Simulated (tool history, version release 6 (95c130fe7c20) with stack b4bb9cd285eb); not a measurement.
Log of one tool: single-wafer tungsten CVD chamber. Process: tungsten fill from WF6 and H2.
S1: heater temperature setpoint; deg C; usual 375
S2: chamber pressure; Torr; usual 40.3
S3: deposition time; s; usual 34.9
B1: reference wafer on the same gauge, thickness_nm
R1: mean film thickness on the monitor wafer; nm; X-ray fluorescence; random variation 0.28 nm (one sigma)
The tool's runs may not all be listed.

run 1 day=0 | S1=375 S2=40.3 S3=34.9 | B1=68.085 | R1=77.414
run 2 day=1.092 | S1=375 S2=40.3 S3=34.9 | B1=68.103 | R1=78.686
run 3 day=1.838 | S1=375 S2=44.5 S3=37.7 | B1=68.055 | R1=89.496
run 4 day=2.638 | S1=375 S2=44.5 S3=37.7 | B1=68.059 | R1=89.46
run 5 day=4.071 | S1=375 S2=44.5 S3=37.7 | B1=68.112 | R1=90.324
run 6 day=4.983 | S1=375 S2=40.3 S3=34.9 | B1=68.107 | R1=79.292
run 7 day=6.058 | S1=375 S2=40.3 S3=34.9 | B1=68.068 | R1=79.615
run 8 day=6.704 | S1=365 S2=42.9 S3=34.9 | B1=68.095 | R1=68.623
run 9 day=7.275 | S1=365 S2=42.9 S3=34.9 | B1=68.028 | R1=68.899
run 10 day=8.292 | S1=375 S2=40.3 S3=34.9 | B1=68.093 | R1=79.623
-- day=9.158 showerhead replaced
run 11 day=9.179 | S1=375 S2=40.3 S3=34.9 | B1=68.006 | R1=79.902
run 12 day=9.85 | S1=386 S2=46.8 S3=30.3 | B1=68.138 | R1=91.417
-- day=10.267 gauge calibrated
run 13 day=11.2 | S1=375 S2=40.3 S3=34.9 | B1=68.105 | R1=80.413
run 14 day=11.983 | S1=375 S2=40.3 S3=34.9 | B1=68.092 | R1=80.564
-- day=13.117 capacitance manometer re-zeroed and calibrated
run 15 day=13.462 | S1=365 S2=33.8 S3=30.9 | B1=68.137 | R1=54.024
-- day=14.083 thermocouple changed; heater temperature recalibrated
run 16 day=15.062 | S1=375 S2=40.3 S3=34.9 | B1=68.062 | R1=73.337
run 17 day=16.538 | S1=375 S2=43.5 S3=29.3 | B1=67.958 | R1=64.106
run 18 day=17.483 | S1=375 S2=40.3 S3=32.9 | B1=68.047 | R1=69.441
run 19 day=18.225 | S1=375 S2=37.2 S3=29.9 | B1=68.119 | R1=60.654
run 20 day=19.108 | S1=385 S2=48.2 S3=31.4 | B1=68.024 | R1=87.123
run 21 day=20.529 | S1=388 S2=46.8 S3=34.9 | B1=68.094 | R1=100.855

Forecast each of these 5 alternatives for the next run:
run A day=20.546 | S1=375 S2=40.3 S3=34.9 | B1=? | R1=?
run B day=20.546 | S1=364 S2=48.1 S3=39 | B1=? | R1=?
run C day=20.546 | S1=380 S2=32.8 S3=41.5 | B1=? | R1=?
run D day=20.546 | S1=360 S2=47.2 S3=32.3 | B1=? | R1=?
run E day=20.546 | S1=375 S2=34.9 S3=34.9 | B1=? | R1=?

run=A B1=68.136 R1=74.229
run=B B1=68.136 R1=74.119
run=C B1=68.136 R1=86.414
run=D B1=68.136 R1=56.281
run=E B1=68.136 R1=68.667
Without the tool's hidden state the same runs would have given:
run=A R1=73.814
run=B R1=73.687
run=C R1=85.937
run=D R1=55.949
run=E R1=68.283
